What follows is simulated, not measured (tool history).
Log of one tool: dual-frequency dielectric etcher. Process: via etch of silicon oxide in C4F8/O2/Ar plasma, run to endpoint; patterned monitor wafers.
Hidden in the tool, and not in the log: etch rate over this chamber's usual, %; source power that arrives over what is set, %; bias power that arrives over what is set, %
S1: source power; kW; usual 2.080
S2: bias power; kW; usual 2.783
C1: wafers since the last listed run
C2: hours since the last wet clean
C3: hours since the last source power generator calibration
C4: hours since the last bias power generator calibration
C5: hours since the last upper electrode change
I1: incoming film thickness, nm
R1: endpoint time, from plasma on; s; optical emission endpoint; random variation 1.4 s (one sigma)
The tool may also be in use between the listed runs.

run 1 hour=0.0 | S1=2.080 S2=2.783 | C1=0 C2=563.5 C3=3261.3 C4=4148.3 C5=2249.5 | I1=2159.7 | R1=403.3
-- hour=29.0 wet clean of the chamber
run 2 hour=37.1 | S1=2.080 S2=2.783 | C1=67 C2=8.1 C3=3298.4 C4=4185.4 C5=2286.6 | I1=2167.2 | R1=398.0
run 3 hour=102.7 | S1=2.080 S2=2.783 | C1=337 C2=73.7 C3=3364.0 C4=4251.0 C5=2352.2 | I1=2142.8 | R1=395.6
run 4 hour=416.9 | S1=2.080 S2=2.385 | C1=1614 C2=387.9 C3=3678.2 C4=4565.2 C5=2666.4 | I1=2151.4 | R1=429.8
run 5 hour=469.5 | S1=2.080 S2=2.385 | C1=270 C2=440.5 C3=3730.8 C4=4617.8 C5=2719.0 | I1=2163.6 | R1=434.9
-- hour=559.7 wet clean of the chamber
run 6 hour=560.2 | S1=2.080 S2=2.385 | C1=342 C2=0.5 C3=3821.5 C4=4708.5 C5=2809.7 | I1=2162.1 | R1=410.6
run 7 hour=603.0 | S1=2.080 S2=2.783 | C1=219 C2=43.3 C3=3864.3 C4=4751.3 C5=2852.5 | I1=2143.5 | R1=378.9
run 8 hour=706.9 | S1=2.080 S2=2.783 | C1=533 C2=147.2 C3=3968.2 C4=4855.2 C5=2956.4 | I1=2143.7 | R1=380.6
run 9 hour=789.8 | S1=2.080 S2=2.783 | C1=425 C2=230.1 C3=4051.1 C4=4938.1 C5=3039.3 | I1=2168.9 | R1=385.7
-- hour=836.5 wet clean of the chamber, repeated, since the last time left the tool worse
run 10 hour=860.0 | S1=1.750 S2=2.783 | C1=237 C2=23.5 C3=4121.3 C4=5008.3 C5=3109.5 | I1=2174.4 | R1=421.5
run 11 hour=903.6 | S1=2.080 S2=2.783 | C1=224 C2=67.1 C3=4164.9 C4=5051.9 C5=3153.1 | I1=2159.7 | R1=396.6
-- hour=981.2 bias power generator calibrated
run 12 hour=1000.4 | S1=2.080 S2=2.783 | C1=476 C2=163.9 C3=4261.7 C4=19.2 C5=3249.9 | I1=2160.1 | R1=397.4
-- hour=1043.1 source power generator calibrated
run 13 hour=1071.2 | S1=1.760 S2=2.247 | C1=343 C2=234.7 C3=28.1 C4=90.0 C5=3320.7 | I1=2159.0 | R1=471.6
-- hour=1123.0 upper electrode replaced
run 14 hour=1162.5 | S1=1.850 S2=2.981 | C1=345 C2=326.0 C3=119.4 C4=181.3 C5=39.5 | I1=2171.2 | R1=404.4
run 15 hour=1221.5 | S1=1.730 S2=3.422 | C1=303 C2=385.0 C3=178.4 C4=240.3 C5=98.5 | I1=2145.9 | R1=382.8
run 16 hour=1265.3 | S1=2.450 S2=2.783 | C1=225 C2=428.8 C3=222.2 C4=284.1 C5=142.3 | I1=2176.0 | R1=382.0
run 17 hour=1348.5 | S1=2.450 S2=2.783 | C1=427 C2=512.0 C3=305.4 C4=367.3 C5=225.5 | I1=2145.7 | R1=375.7
-- hour=1390.7 wet clean of the chamber
run 18 hour=1422.6 | S1=2.530 S2=3.122 | C1=257 C2=31.9 C3=379.5 C4=441.4 C5=299.6 | I1=2176.5 | R1=350.9
run 19 hour=1523.3 | S1=1.740 S2=2.109 | C1=517 C2=132.6 C3=480.2 C4=542.1 C5=400.3 | I1=2160.9 | R1=482.5
run 20 hour=1733.9 | S1=2.080 S2=2.783 | C1=1082 C2=343.2 C3=690.8 C4=752.7 C5=610.9 | I1=2161.9 | R1=397.1
run 21 hour=1791.4 | S1=2.240 S2=2.201 | C1=295 C2=400.7 C3=748.3 C4=810.2 C5=668.4 | I1=2147.6 | R1=432.9

3 ways to go on from here, each from the tool as it stands after run 21. What would each give?
run A hour=1791.9 | S1=2.080 S2=2.133 | C1=2 C2=401.2 C3=748.8 C4=810.7 C5=668.9 | I1=2162.3 | R1=?
run B hour=1791.9 | S1=2.400 S2=2.608 | C1=2 C2=401.2 C3=748.8 C4=810.7 C5=668.9 | I1=2162.3 | R1=?
run C hour=1791.9 | S1=2.510 S2=2.783 | C1=2 C2=401.2 C3=748.8 C4=810.7 C5=668.9 | I1=2162.3 | R1=?

run=A R1=457.1
run=B R1=392.0
run=C R1=373.8
Without the tool's hidden state the same runs would have given:
run=A R1=453.2
run=B R1=388.7
run=C R1=370.7
